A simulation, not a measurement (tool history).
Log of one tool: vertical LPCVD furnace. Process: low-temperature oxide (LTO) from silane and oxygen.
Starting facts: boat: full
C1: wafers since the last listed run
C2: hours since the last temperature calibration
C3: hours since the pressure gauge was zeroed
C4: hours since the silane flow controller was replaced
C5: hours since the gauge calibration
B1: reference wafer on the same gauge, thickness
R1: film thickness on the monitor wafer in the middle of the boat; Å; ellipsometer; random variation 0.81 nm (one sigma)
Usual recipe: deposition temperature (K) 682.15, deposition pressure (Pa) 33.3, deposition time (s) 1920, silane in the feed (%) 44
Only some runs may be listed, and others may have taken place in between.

Run 1, day 0.000: usual settings; C1 0; C2 3133.3; C3 1788.8; C4 1710.4; C5 56.2; B1 330.87. Result: R1 3741.2 Å.
Run 2, day 0.638: usual settings; C1 264; C2 3148.6; C3 1804.1; C4 1725.7; C5 71.5; B1 330.82. Result: R1 3735.9 Å.
Run 3, day 1.304: usual settings; C1 276; C2 3164.6; C3 1820.1; C4 1741.7; C5 87.5; B1 331.12. Result: R1 3730.5 Å.
Run 4, day 1.871: usual settings but deposition temperature (K) 676.15, deposition pressure (Pa) 37.3; C1 234; C2 3178.2; C3 1833.7; C4 1755.3; C5 101.1; B1 330.72. Result: R1 3952.2 Å.
Run 5, day 2.558: usual settings but deposition temperature (K) 676.15, deposition pressure (Pa) 37.3; C1 284; C2 3194.7; C3 1850.2; C4 1771.8; C5 117.6; B1 330.98. Result: R1 3938.8 Å.
At day 4.342: thermocouples replaced and temperature profile calibrated.
At day 4.738: pressure gauge zeroed.
Run 6, day 4.758: usual settings but deposition temperature (K) 691.15; C1 332; C2 10.0; C3 0.5; C4 1824.6; C5 170.4; B1 331.09. Result: R1 4302.8 Å.
Run 7, day 4.967: usual settings but deposition temperature (K) 678.15; C1 86; C2 15.0; C3 5.5; C4 1829.6; C5 175.4; B1 330.94. Result: R1 3764.7 Å.
Run 8, day 5.346: usual settings but deposition temperature (K) 678.15; C1 157; C2 24.1; C3 14.6; C4 1838.7; C5 184.5; B1 330.88. Result: R1 3769.7 Å.
Run 9, day 6.358: usual settings; C1 419; C2 48.4; C3 38.9; C4 1863.0; C5 208.8; B1 331.33. Result: R1 3929.6 Å.
At day 7.383: silane flow controller replaced.
Run 10, day 7.621: usual settings; C1 108; C2 78.7; C3 69.2; C4 5.7; C5 239.1; B1 330.68. Result: R1 3929.8 Å.
Run 11, day 8.288: usual settings but deposition time (s) 2220; C1 276; C2 94.7; C3 85.2; C4 21.7; C5 255.1; B1 330.94. Result: R1 4523.3 Å.
Run 12, day 8.888: usual settings but deposition time (s) 1590; C1 248; C2 109.1; C3 99.6; C4 36.1; C5 269.5; B1 331.08. Result: R1 3258.0 Å.
At day 9.192: gauge calibrated.
Run 13, day 9.425: usual settings but deposition time (s) 1170; C1 222; C2 122.0; C3 112.5; C4 49.0; C5 5.6; B1 331.30. Result: R1 2388.6 Å.
Run 14, day 12.558: usual settings but deposition temperature (K) 677.15, deposition pressure (Pa) 36.0; C1 1297; C2 197.2; C3 187.7; C4 124.2; C5 80.8; B1 330.87. Result: R1 4014.7 Å.

Run 15 has not been measured yet. What should we expect?
Run 15, day 13.479: usual settings but deposition temperature (K) 677.15, silane in the feed (%) 36; C1 381; C2 219.3; C3 209.8; C4 146.3; C5 102.9; B1 ?. Result: R1 ?.

{"run 15": {"B1": 331.18, "R1": 2940.2}}
Were there no unlogged condition in the tool, this run, its random variation unchanged, would have produced R1 2947.0 Å.
